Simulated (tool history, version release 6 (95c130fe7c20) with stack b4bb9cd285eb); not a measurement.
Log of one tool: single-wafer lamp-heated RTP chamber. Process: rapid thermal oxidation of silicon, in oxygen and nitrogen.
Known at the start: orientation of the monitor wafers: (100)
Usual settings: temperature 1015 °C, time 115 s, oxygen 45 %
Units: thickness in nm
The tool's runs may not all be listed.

| run | day | temperature | time | oxygen | read-back reference wafer on the same gauge, thickness | thickness |
|---|---|---|---|---|---|---|
| 1 | 0.000 | 992 | 115 | 45 | 6.196 | 5.352 |
| 2 | 0.633 | 1015 | 75 | 55 | 6.204 | 5.603 |
| 3 | 1.354 | 1015 | 75 | 55 | 6.195 | 5.680 |
| 4 | 1.712 | 1015 | 75 | 55 | 6.204 | 5.642 |
| 5 | 2.200 | 994 | 115 | 45 | 6.200 | 5.532 |
| 6 | 2.538 | 994 | 115 | 45 | 6.203 | 5.530 |
| 7 | 3.038 | 1015 | 99 | 45 | 6.204 | 5.973 |
| 8 | 3.754 | 1015 | 115 | 60 | 6.205 | 7.112 |
|  | 4.721 | oxygen flow controller replaced |
| 9 | 5.329 | 1015 | 115 | 45 | 6.203 | 6.464 |
|  | 6.108 | pyrometer window cleaned and pyrometer calibrated |
| 10 | 6.129 | 1015 | 115 | 45 | 6.199 | 6.717 |
|  | 6.329 | gauge calibrated |
| 11 | 6.671 | 1015 | 115 | 45 | 6.202 | 6.689 |
| 12 | 7.046 | 1015 | 115 | 45 | 6.196 | 6.764 |
| 13 | 7.642 | 1015 | 115 | 45 | 6.205 | 6.680 |
| 14 | 8.342 | 1015 | 115 | 45 | 6.194 | 6.776 |
|  | 9.079 | pyrometer window cleaned and pyrometer calibrated, repeated, since the last time left the tool worse |
| 15 | 9.100 | 1031 | 115 | 61 | 6.199 | 7.751 |
| 16 | 9.433 | 1015 | 115 | 45 | 6.203 | 6.164 |
| 17 | 9.804 | 1015 | 79 | 28 | 6.193 | 4.466 |
| 18 | 10.108 | 1015 | 63 | 22 | 6.197 | 3.786 |
| 19 | 10.492 | 1015 | 115 | 20 | 6.206 | 4.676 |
| 20 | 11.158 | 1015 | 115 | 45 | 6.198 | 6.173 |
| 21 | 11.883 | 1015 | 115 | 53 | 6.194 | 6.631 |
| 22 | 12.521 | 1045 | 141 | 66 | 6.198 | 9.703 |
| 23 | 13.271 | 991 | 144 | 45 | 6.200 | 5.796 |
| 24 | 13.908 | 997 | 139 | 58 | 6.209 | 6.513 |
| 25 | 14.304 | 996 | 143 | 20 | 6.200 | 4.542 |
| 26 | 14.754 | 991 | 81 | 45 | 6.197 | 4.505 |

Forecast each of these 5 alternatives for the next run:
| A | 14.771 | 1015 | 115 | 45 | ? | ? |
| B | 14.771 | 1015 | 115 | 57 | ? | ? |
| C | 14.771 | 988 | 115 | 55 | ? | ? |
| D | 14.771 | 1039 | 115 | 75 | ? | ? |
| E | 14.771 | 1025 | 160 | 21 | ? | ? |

| run | read-back reference wafer on the same gauge, thickness | thickness |
|---|---|---|
| A | 6.201 | 6.186 |
| B | 6.201 | 6.725 |
| C | 6.201 | 5.456 |
| D | 6.201 | 8.801 |
| E | 6.201 | 5.896 |
Without the tool's hidden state the same runs would have given:
| run | thickness |
|---|---|
| A | 6.096 |
| B | 6.626 |
| C | 5.374 |
| D | 8.675 |
| E | 5.813 |
